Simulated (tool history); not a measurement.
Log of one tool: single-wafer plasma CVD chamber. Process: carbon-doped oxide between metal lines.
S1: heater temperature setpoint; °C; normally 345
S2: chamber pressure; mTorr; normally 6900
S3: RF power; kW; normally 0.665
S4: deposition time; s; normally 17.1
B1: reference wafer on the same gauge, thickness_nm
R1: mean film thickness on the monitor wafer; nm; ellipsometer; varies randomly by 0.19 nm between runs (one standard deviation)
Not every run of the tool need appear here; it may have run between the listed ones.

run   hour   S1    S2     S3    S4       B1       R1
  1      0  345  6900   0.75  17.1  102.029  130.014
  2     15  345  6900   0.75  17.1  102.011  129.525
  3   27.3  345  6900   0.75  17.1  102.047  130.129
  4   45.6  351  6900  0.665  17.1      102  118.149
  5   63.2  351  6900  0.665  17.1  102.005  118.437
  6   73.3  351  6900  0.665  17.1  102.019  117.873
  7     85  345  6900  0.665  17.1      102  120.071
  8   92.8  345  6900  0.665  17.1  101.976  119.899
  9  110.5  345  6900  0.665  17.1  101.977  119.789
     119.1  -- gauge calibrated
 10  125.4  345  6900  0.665  17.1  101.998  120.286
 11  136.6  345  6900  0.665  17.1  101.984  120.201
 12  144.4  345  6900  0.695  17.1   101.96  123.869
 13  153.2  345  6900  0.695  17.1  101.977  123.686
       167  -- capacitance manometer re-zeroed and calibrated
     172.4  -- thermocouple changed; heater temperature recalibrated
 14  172.9  345  5620  0.665  17.1   102.04  115.625
 15  175.1  345  6900  0.665  17.1  102.088  120.231
     185.7  -- RF generator calibrated
 16  226.5  335  6900  0.665  17.1  101.951  131.326
     237.7  -- showerhead replaced
 17  238.3  345  6900   0.75  15.4  102.064  123.922
 18    249  345  5600  0.605  19.1  101.937  127.729
 19    266  345  6900   0.75  17.1  101.978  136.955
 20  276.8  352  8130   0.78  15.9  101.983  129.488
 21  286.5  345  6900  0.665  17.1  102.007   126.62
 22  305.9  350  8450   0.54  15.3  101.993   99.041
 23    312  345  6900  0.665  19.3  102.079  142.327
 24    325  345  8480  0.665  17.1   101.97  128.613
 25  331.7  345  6900  0.665  17.1  101.997  125.887
 26  344.3  345  5580  0.665  15.3  101.943  108.397

Consider 5 possible next runs. They are alternatives, not a sequence: every one starts from the tool as it was left by run 26. What does each give?
  A  344.7  345  6900  0.665  17.1   ?   ?
  B  344.7  345  6900  0.585  17.1   ?   ?
  C  344.7  345  7750  0.665  17.1   ?   ?
  D  344.7  330  6270  0.585  14.8   ?   ?
  E  344.7  345  8590    0.7  17.1   ?   ?

run       B1       R1
  A  102.088  126.082
  B  102.088  115.946
  C  102.088  127.487
  D  102.088  103.908
  E  102.088  132.836
The same runs, with their run-to-run variation unchanged, on a tool lacking any hidden condition would have given:
run       R1
  A  127.544
  B  117.319
  C  128.966
  D  105.139
  E  134.376

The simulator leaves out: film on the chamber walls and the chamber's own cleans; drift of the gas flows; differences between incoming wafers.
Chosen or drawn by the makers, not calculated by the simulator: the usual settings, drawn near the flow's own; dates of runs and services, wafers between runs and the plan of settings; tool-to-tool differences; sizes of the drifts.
